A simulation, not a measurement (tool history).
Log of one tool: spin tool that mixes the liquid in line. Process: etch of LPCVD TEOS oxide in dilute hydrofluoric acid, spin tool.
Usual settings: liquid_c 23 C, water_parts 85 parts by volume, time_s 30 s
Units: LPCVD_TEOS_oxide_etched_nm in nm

run	hour	liquid_c	water_parts	time_s	read-back film thickness of the LPCVD TEOS oxide reference wafer, read on the same gauge (nm)	LPCVD_TEOS_oxide_etched_nm
1	0	23	75	30	80.01	9.31
2	34.5	23	75	30	80.01	9.11
3	52.4	23	85	30	80.03	8.14
4	74.8	23	85	30	80	8.17
5	89.9	23	85	30	80.02	8.14
6	116.7	23	85	30	79.98	8.03
7	133.6	23	85	30	79.99	7.94
# hour 154.7: thermometer replaced
8	155.2	23	85	30	79.98	9.06
9	173.2	23	85	30	80.01	9.05
10	205.9	23	85	30	80	9.09
11	263.6	23	85	30	80.02	8.93
12	277	23	85	30	80.02	8.88
13	306.5	27	75	45	80.01	18.4
# hour 313.1: hydrofluoric acid flow meter replaced
14	319.2	26	105	30	80.01	8.01
15	347.8	23	85	30	79.99	8.98
16	369.5	19	100	20	80.01	4.16
17	384.1	23	85	30	80	8.88
18	417.1	23	85	30	80	8.75
19	439.1	23	120	35	80	7.09
20	463.4	24.5	105	50	80.02	12.54
21	493.4	23	55	15	80.01	7.18
22	520.6	23	85	30	80	8.97
23	533.1	23	85	30	80.01	8.78
# hour 582.7: gauge calibrated
24	632.2	25	50	50	79.99	28.22
25	657	23	100	30	80.01	7.37
26	680.4	25.5	85	20	79.98	6.45
27	696.1	21.5	60	15	80	5.96

The next listed run, before its measurement:
28	721.9	27.5	110	30	?	?

read-back film thickness of the LPCVD TEOS oxide reference wafer, read on the same gauge (nm): 80.01
LPCVD_TEOS_oxide_etched_nm: 7.68 nm
Without the tool's hidden state the same run would have given LPCVD_TEOS_oxide_etched_nm 7.94 nm.
